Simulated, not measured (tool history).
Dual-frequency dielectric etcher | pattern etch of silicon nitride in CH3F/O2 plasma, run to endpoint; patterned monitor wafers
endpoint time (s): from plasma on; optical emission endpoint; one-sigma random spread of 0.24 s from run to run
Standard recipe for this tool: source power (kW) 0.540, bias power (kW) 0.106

run   hour  source power (kW)  bias power (kW)  incoming incoming film thickness, nm  endpoint time (s)
  1    0.0              0.540            0.106                                  94.2               73.6
  2   20.0              0.540            0.106                                  94.3               73.4
      51.3  -- wet clean of the chamber
  3   51.8              0.630            0.106                                  94.9               75.0
  4   75.1              0.630            0.106                                  94.4               74.7
  5  110.8              0.540            0.115                                  94.6               74.4
  6  136.6              0.540            0.115                                  94.9               73.9
  7  156.3              0.540            0.115                                  94.1               73.6
  8  188.7              0.440            0.106                                  96.0               81.2
     223.5  -- source power generator calibrated
  9  284.8              0.440            0.106                                  95.1               80.2
 10  318.8              0.440            0.106                                  93.1               78.2
 11  347.2              0.540            0.106                                  95.3               76.1
 12  367.0              0.540            0.106                                  93.7               74.7
     392.5  -- bias power generator calibrated
 13  398.1              0.540            0.098                                  94.6               79.0
 14  415.8              0.630            0.099                                  94.1               75.1
 15  433.8              0.680            0.114                                  93.2               69.1
 16  460.5              0.460            0.106                                  95.3               79.4
     504.9  -- wet clean of the chamber
 17  505.4              0.460            0.117                                  95.8               77.6
     541.9  -- upper electrode replaced
 18  542.4              0.540            0.090                                  94.7               83.5
 19  567.1              0.630            0.125                                  95.2               69.6
 20  592.6              0.540            0.106                                  95.1               77.7
 21  625.2              0.540            0.118                                  93.2               72.1
 22  650.5              0.450            0.117                                  96.1               77.7
 23  681.0              0.400            0.081                                  94.0               92.0
 24  702.4              0.650            0.106                                  94.7               73.0
 25  714.7              0.540            0.106                                  94.2               76.2
 26  737.9              0.430            0.123                                  94.6               75.1
 27  752.4              0.590            0.094                                  94.6               78.7
 28  773.5              0.590            0.106                                  95.6               74.9
 29  788.2              0.540            0.087                                  94.8               83.1
 30  823.7              0.540            0.106                                  94.5               75.4
 31  849.5              0.540            0.119                                  95.2               71.7
 32  867.9              0.410            0.091                                  95.4               86.7
 33  902.8              0.540            0.106                                  93.9               74.7
 34  929.3              0.540            0.106                                  94.6               75.0
 35  944.9              0.670            0.088                                  95.3               77.8
 36  976.3              0.430            0.119                                  94.5               74.5

Hidden state, per run?
source power that arrives over what is set, %: 0 at every run
H1: etch rate over this chamber's usual, %
H2: bias power that arrives over what is set, %
run       H1     H2
  1     4.41   3.83
  2     4.57   3.87
  3   -0.573   3.94
  4   -0.386   3.99
  5  -0.0994   4.06
  6    0.108   4.11
  7    0.266   4.16
  8    0.526   4.22
  9      1.3   4.42
 10     1.57   4.49
 11      1.8   4.55
 12     1.96   4.59
 13     2.21  0.546
 14     2.35  0.582
 15      2.5   0.62
 16     2.71  0.675
 17    0.611  0.768
 18    0.908  0.845
 19     1.11  0.896
 20     1.31  0.949
 21     1.57   1.02
 22     1.78   1.07
 23     2.02   1.13
 24     2.19   1.18
 25     2.29    1.2
 26     2.48   1.25
 27      2.6   1.28
 28     2.77   1.32
 29     2.88   1.35
 30     3.17   1.43
 31     3.38   1.48
 32     3.52   1.52
 33      3.8   1.59
 34     4.02   1.65
 35     4.14   1.68
 36     4.39   1.74
